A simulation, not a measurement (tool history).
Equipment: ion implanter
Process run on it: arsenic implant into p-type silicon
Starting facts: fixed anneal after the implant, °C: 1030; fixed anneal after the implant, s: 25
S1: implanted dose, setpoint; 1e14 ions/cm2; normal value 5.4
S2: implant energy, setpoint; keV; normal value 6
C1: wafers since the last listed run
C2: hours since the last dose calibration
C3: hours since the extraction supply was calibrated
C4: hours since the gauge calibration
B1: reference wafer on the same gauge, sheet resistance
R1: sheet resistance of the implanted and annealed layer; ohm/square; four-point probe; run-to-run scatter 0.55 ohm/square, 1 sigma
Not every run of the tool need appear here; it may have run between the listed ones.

run	hour	S1	S2	C1	C2	C3	C4	B1	R1
1	0	5.9	5.5	0	1279.8	4115.4	411.9	183.91	176.12
2	21.6	5.9	5.5	436	1301.4	4137	433.5	184.1	175.85
3	46.7	5.9	5.5	506	1326.5	4162.1	458.6	184.08	174.96
4	77.9	4.62	6	630	1357.7	4193.3	489.8	184.05	211.53
5	107.2	4.62	6	591	1387	4222.6	519.1	184.04	211.51
6	125.1	5.4	6	361	1404.9	4240.5	537	183.9	187.29
7	153.5	5.4	6	573	1433.3	4268.9	565.4	183.89	187.23
8	172.1	5.4	6	375	1451.9	4287.5	584	183.97	187.4
9	192.2	4.65	6.5	405	1472	4307.6	604.1	184.02	209.58
10	221.6	4.65	6.5	593	1501.4	4337	633.5	184	209.49
11	251.3	4.65	6.5	599	1531.1	4366.7	663.2	184.02	209.28
12	286.8	6.6	6	717	1566.6	4402.2	698.7	183.95	161.12
13	319.2	5.4	6	654	1599	4434.6	731.1	183.96	186.51
14	351.2	5.4	6	646	1631	4466.6	763.1	183.85	186.82

Predict the results of run 15:
# hour 358.7: gauge calibrated
15	373.6	3.93	7	452	1653.4	4489	14.9	?	?

Run 15 came out at B1 183.92, R1 238.01 ohm/square.
With the hidden condition absent and the run-to-run variation left alone, this run would have shown R1 243.59 ohm/square.

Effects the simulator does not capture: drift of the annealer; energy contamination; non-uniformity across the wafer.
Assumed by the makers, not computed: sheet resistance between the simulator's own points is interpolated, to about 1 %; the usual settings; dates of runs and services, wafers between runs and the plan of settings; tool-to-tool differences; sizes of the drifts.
